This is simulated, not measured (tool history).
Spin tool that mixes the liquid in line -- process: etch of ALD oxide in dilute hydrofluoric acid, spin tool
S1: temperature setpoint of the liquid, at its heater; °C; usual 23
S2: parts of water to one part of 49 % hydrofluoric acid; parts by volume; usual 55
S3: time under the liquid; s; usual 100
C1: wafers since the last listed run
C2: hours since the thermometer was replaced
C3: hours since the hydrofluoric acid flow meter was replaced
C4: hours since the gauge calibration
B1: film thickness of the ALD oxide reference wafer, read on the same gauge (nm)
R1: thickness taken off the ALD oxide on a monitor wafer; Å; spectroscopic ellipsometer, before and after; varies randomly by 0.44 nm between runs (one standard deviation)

run	hour	S1	S2	S3	C1	C2	C3	C4	B1	R1
1	0.0	23	55	100	0	1641.9	286.2	767.0	120.00	426.3
2	41.4	23	55	100	395	1683.3	327.6	808.4	120.00	421.0
3	82.6	23	55	100	393	1724.5	368.8	849.6	120.01	412.6
# hour 137.1: hydrofluoric acid flow meter replaced
4	150.7	23	55	100	641	1792.6	13.6	917.7	120.01	458.3
5	252.1	23	55	100	968	1894.0	115.0	1019.1	120.01	447.5
6	294.6	23	55	100	406	1936.5	157.5	1061.6	120.01	439.7
7	390.9	23	55	100	920	2032.8	253.8	1157.9	119.97	429.0

Run 8 is up next; what results do you expect?
8	466.5	23	55	100	722	2108.4	329.4	1233.5	?	?

B1: 120.00
R1: 420.3 Å
Were there no unlogged condition in the tool, this run, its random variation unchanged, would have produced R1 461.4 Å.
